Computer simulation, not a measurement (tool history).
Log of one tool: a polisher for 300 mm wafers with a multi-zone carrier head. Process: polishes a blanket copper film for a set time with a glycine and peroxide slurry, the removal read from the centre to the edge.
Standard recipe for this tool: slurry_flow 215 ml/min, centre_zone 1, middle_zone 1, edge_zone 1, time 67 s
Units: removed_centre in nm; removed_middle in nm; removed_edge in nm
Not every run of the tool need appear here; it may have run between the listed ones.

run,day,slurry_flow,centre_zone,middle_zone,edge_zone,time,wafers since the last listed run,wafers polished on this pad,hours since the slurry nozzle was cleaned,hours since the centre zone pressure was calibrated,hours since the edge zone pressure was calibrated,hours since the carrier head's membrane was replaced,"incoming thickness of the incoming film, nm",removed_centre,removed_middle,removed_edge
1,0,215,1,1,0.91,67,0,283,11.7,352.7,26.2,1420.8,2125.7,233.4,241.2,220.6
2,0.538,215,1,1.09,1,67,145,428,24.6,365.6,39.1,1433.7,2177.3,231.5,259.9,229.8
3,1.067,215,0.96,1,0.93,67,142,571,37.3,378.3,51.8,1446.4,2133.6,222.1,239.3,220.4
4,1.758,285,0.95,1,0.92,67,186,758,53.9,394.9,68.4,1463,2103.9,227.9,244.1,223.3
# day 2.512: carrier head's membrane replaced by a new one
5,2.533,215,1,1,1,62,152,910,72.5,413.5,87,0.5,2146.8,207.5,215.8,209.4
6,3.038,240,1,1,1,67,136,1046,84.6,425.6,99.1,12.6,2149.8,227.9,236,223
# day 3.346: worn pad replaced by a new one
7,3.379,215,1,1,1,67,47,8,92.8,433.8,107.3,20.8,2110.6,235.5,244.8,231.3
8,3.758,145,1.1,1,1,67,102,111,101.9,442.9,116.4,29.9,2154.8,234.5,218.9,216.5
9,4.229,215,1,1,1,67,127,238,113.2,454.2,127.7,41.2,2135.8,230.8,238.2,230.5
# day 4.746: centre zone pressure recalibrated
10,4.888,215,1.06,0.91,1.11,80,155,393,129,3.4,143.5,57,2172,292,273,286.3
11,5.558,215,1,1,1,67,180,574,145.1,19.5,159.6,73.1,2137.8,229.2,234.4,228.2
12,6.162,215,1,1,1,67,162,737,159.6,34,174.1,87.6,2131.1,229.9,235.1,228.8
13,6.8,215,1,1,1,44,171,909,174.9,49.3,189.4,102.9,2136.3,149,152.3,148.9
14,7.279,215,1,1,1,67,129,1038,186.4,60.8,200.9,114.4,2123.1,229.4,238.9,229.3
15,7.646,215,1.1,1,1,67,98,1137,195.2,69.6,209.7,123.2,2146.1,246.8,237.7,227.2
# day 8.062: worn pad replaced by a new one
16,8.317,180,0.97,1,1.03,55,136,68,211.3,85.7,225.8,139.3,2099.2,180.2,192.3,185.1
17,8.762,215,1,1.05,1.12,61,120,188,222,96.4,236.5,150,2144.8,213.5,228.9,222.3
18,9.129,245,1,1,1.03,67,98,287,230.8,105.2,245.3,158.8,2120.7,236.4,250.2,237.9
19,9.667,215,1,1,1,67,145,432,243.7,118.1,258.2,171.7,2153.8,227.9,239.7,226.7
20,9.929,215,1,0.95,0.93,67,70,503,250,124.4,264.5,178,2119.8,231.1,230.1,221.4
21,10.517,215,0.89,1.1,1,67,158,662,264.1,138.5,278.6,192.1,2149.8,206.7,257,229.2
22,11.154,215,1,1,0.94,78,171,834,279.4,153.8,293.9,207.4,2103.9,263.6,269.9,258.7
23,11.404,260,1,1,0.94,89,67,901,285.4,159.8,299.9,213.4,2143.4,311.2,318.6,293.6

Here are 3 independent what-if runs from the current tool condition. What would each one return?
A,11.421,215,1,1,1,67,4,905,285.8,160.2,300.3,213.8,2168.7,?,?,?
B,11.421,190,1,1,1,67,4,905,285.8,160.2,300.3,213.8,2168.7,?,?,?
C,11.421,215,1.06,1,1,67,4,905,285.8,160.2,300.3,213.8,2168.7,?,?,?

run,removed_centre,removed_middle,removed_edge
A,226.7,230.3,224.9
B,221,225.1,221.2
C,240.1,230.2,224.9
With no hidden state in the tool, these same runs would have given:
run,removed_centre,removed_middle,removed_edge
A,237.1,240.1,233.1
B,231.9,235.5,229.7
C,251.1,240.1,233.1

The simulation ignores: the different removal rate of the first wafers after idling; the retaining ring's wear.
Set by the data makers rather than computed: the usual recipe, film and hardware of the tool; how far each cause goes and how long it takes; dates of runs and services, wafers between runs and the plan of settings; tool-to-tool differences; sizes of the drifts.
